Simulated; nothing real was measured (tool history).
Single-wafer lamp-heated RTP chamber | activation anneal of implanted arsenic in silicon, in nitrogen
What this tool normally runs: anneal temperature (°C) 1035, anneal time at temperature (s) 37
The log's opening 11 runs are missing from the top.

run,hour,anneal temperature (°C),anneal time at temperature (s),wafers since the last listed run,wafers since the last pyrometer calibration,wafers since the reflector plate was cleaned,hours since the gauge calibration,"read-back reference wafer on the same gauge, sheet resistance",sheet resistance of the implanted and annealed layer (ohm/square)
12,360.2,1035,49,187,3754,6721,808.2,69.45,74.67
13,390.6,1035,49,200,3955,6921,838.6,69.40,74.93
14,413.8,1035,37,153,4108,7074,861.8,69.42,77.71
# hour 431.3: reflector plate cleaned
# hour 437.7: pyrometer window cleaned and pyrometer calibrated
15,515.9,1035,37,578,516,516,963.9,69.39,76.52
16,539.3,1035,37,154,670,670,987.3,69.40,76.65
17,562.0,1035,37,149,820,820,1010.0,69.40,76.36
# hour 594.6: reflector plate cleaned, repeated, since the last time left the tool worse
18,595.1,1019,21,165,985,3,1043.1,69.39,89.53
19,612.0,1035,37,111,1097,115,1060.0,69.39,78.93
20,638.9,1013,29,177,1274,292,1086.9,69.41,88.00
21,668.0,1035,55,191,1466,484,1116.0,69.41,74.27
22,698.2,1035,37,199,1665,683,1146.2,69.45,78.48
# hour 704.6: gauge calibrated
23,725.5,1052,43,180,1845,863,20.9,69.37,72.65
24,789.3,1048,54,420,2266,1284,84.7,69.43,71.19
25,824.3,1035,37,230,2497,1515,119.7,69.38,78.17
26,839.4,1035,37,99,2596,1614,134.8,69.41,78.28
27,889.2,1021,49,328,2925,1943,184.6,69.43,79.81
28,921.7,1035,37,214,3139,2157,217.1,69.39,78.24
29,949.2,1035,43,181,3321,2339,244.6,69.37,75.88
30,971.1,1035,27,144,3465,2483,266.5,69.39,81.74
31,1004.3,1026,20,218,3684,2702,299.7,69.37,87.57

The next listed run, before its measurement:
32,1021.2,1035,37,111,3795,2813,316.6,?,?

read-back reference wafer on the same gauge, sheet resistance: 69.40
sheet resistance of the implanted and annealed layer (ohm/square): 77.38
Were there no unlogged condition in the tool, this run, its random variation unchanged, would have produced sheet resistance of the implanted and annealed layer (ohm/square) 78.51.

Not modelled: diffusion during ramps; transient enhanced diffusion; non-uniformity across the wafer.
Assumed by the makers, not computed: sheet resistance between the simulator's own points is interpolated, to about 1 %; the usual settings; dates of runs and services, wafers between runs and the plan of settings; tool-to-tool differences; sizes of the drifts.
